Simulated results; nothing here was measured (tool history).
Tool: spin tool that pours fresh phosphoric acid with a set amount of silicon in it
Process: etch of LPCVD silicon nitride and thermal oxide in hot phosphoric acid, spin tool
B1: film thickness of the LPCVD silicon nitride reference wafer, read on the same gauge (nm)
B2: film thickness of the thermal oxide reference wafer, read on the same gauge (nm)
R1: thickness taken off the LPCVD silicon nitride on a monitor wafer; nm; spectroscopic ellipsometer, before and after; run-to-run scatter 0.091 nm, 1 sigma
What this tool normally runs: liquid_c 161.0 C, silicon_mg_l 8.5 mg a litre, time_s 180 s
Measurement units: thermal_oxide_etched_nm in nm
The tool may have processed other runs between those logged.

run 1 hour=0.0 | liquid_c=161.0 silicon_mg_l=8.5 time_s=180 | B1=50.00 B2=59.997 | R1=16.02 thermal_oxide_etched_nm=0.527
-- hour=14.0 thermometer replaced
run 2 hour=20.4 | liquid_c=161.0 silicon_mg_l=8.5 time_s=180 | B1=49.96 B2=60.002 | R1=14.51 thermal_oxide_etched_nm=0.470
run 3 hour=37.4 | liquid_c=160.0 silicon_mg_l=8.5 time_s=180 | B1=49.99 B2=60.041 | R1=14.09 thermal_oxide_etched_nm=0.437
run 4 hour=59.7 | liquid_c=160.0 silicon_mg_l=8.5 time_s=180 | B1=50.02 B2=60.011 | R1=14.35 thermal_oxide_etched_nm=0.441
run 5 hour=85.1 | liquid_c=163.0 silicon_mg_l=13.0 time_s=180 | B1=49.98 B2=60.027 | R1=15.90 thermal_oxide_etched_nm=0.468
run 6 hour=118.5 | liquid_c=161.0 silicon_mg_l=8.5 time_s=180 | B1=50.00 B2=60.006 | R1=14.90 thermal_oxide_etched_nm=0.465
run 7 hour=134.9 | liquid_c=159.5 silicon_mg_l=12.5 time_s=90 | B1=49.99 B2=59.997 | R1=7.02 thermal_oxide_etched_nm=0.186
run 8 hour=154.7 | liquid_c=161.0 silicon_mg_l=8.5 time_s=180 | B1=50.00 B2=60.004 | R1=14.91 thermal_oxide_etched_nm=0.568
run 9 hour=178.9 | liquid_c=162.5 silicon_mg_l=5.5 time_s=130 | B1=50.02 B2=59.989 | R1=11.46 thermal_oxide_etched_nm=0.370
run 10 hour=211.0 | liquid_c=162.0 silicon_mg_l=8.5 time_s=95 | B1=49.99 B2=59.997 | R1=8.23 thermal_oxide_etched_nm=0.250
run 11 hour=224.9 | liquid_c=161.0 silicon_mg_l=8.5 time_s=180 | B1=50.02 B2=60.016 | R1=15.08 thermal_oxide_etched_nm=0.523
run 12 hour=244.0 | liquid_c=161.0 silicon_mg_l=8.5 time_s=180 | B1=50.02 B2=59.974 | R1=15.08 thermal_oxide_etched_nm=0.541
-- hour=255.4 heated supply line repaired
run 13 hour=274.4 | liquid_c=158.0 silicon_mg_l=2.5 time_s=100 | B1=50.03 B2=60.024 | R1=7.54 thermal_oxide_etched_nm=0.258
run 14 hour=297.3 | liquid_c=163.5 silicon_mg_l=8.5 time_s=100 | B1=50.00 B2=60.022 | R1=9.11 thermal_oxide_etched_nm=0.387
-- hour=302.1 gauge calibrated
-- hour=310.2 dissolved silicon flow meter replaced
run 15 hour=325.7 | liquid_c=161.0 silicon_mg_l=12.0 time_s=125 | B1=50.00 B2=60.008 | R1=10.45 thermal_oxide_etched_nm=0.324
run 16 hour=357.6 | liquid_c=160.0 silicon_mg_l=5.5 time_s=180 | B1=50.02 B2=60.015 | R1=14.78 thermal_oxide_etched_nm=0.571
run 17 hour=392.7 | liquid_c=163.0 silicon_mg_l=4.5 time_s=265 | B1=50.00 B2=59.981 | R1=24.04 thermal_oxide_etched_nm=0.967
run 18 hour=407.0 | liquid_c=158.0 silicon_mg_l=8.5 time_s=285 | B1=49.97 B2=60.017 | R1=21.93 thermal_oxide_etched_nm=0.614

Run 19 has not been measured yet. What should we expect?
run 19 hour=435.2 | liquid_c=161.0 silicon_mg_l=4.5 time_s=90 | B1=? B2=? | R1=? thermal_oxide_etched_nm=?

For run 19 the tool returned B1 49.97, B2 60.007, R1 7.71 nm, thermal_oxide_etched_nm 0.262 nm.
The same run, on a tool lacking any hidden state, would have yielded R1 7.39 nm, thermal_oxide_etched_nm 0.239 nm.

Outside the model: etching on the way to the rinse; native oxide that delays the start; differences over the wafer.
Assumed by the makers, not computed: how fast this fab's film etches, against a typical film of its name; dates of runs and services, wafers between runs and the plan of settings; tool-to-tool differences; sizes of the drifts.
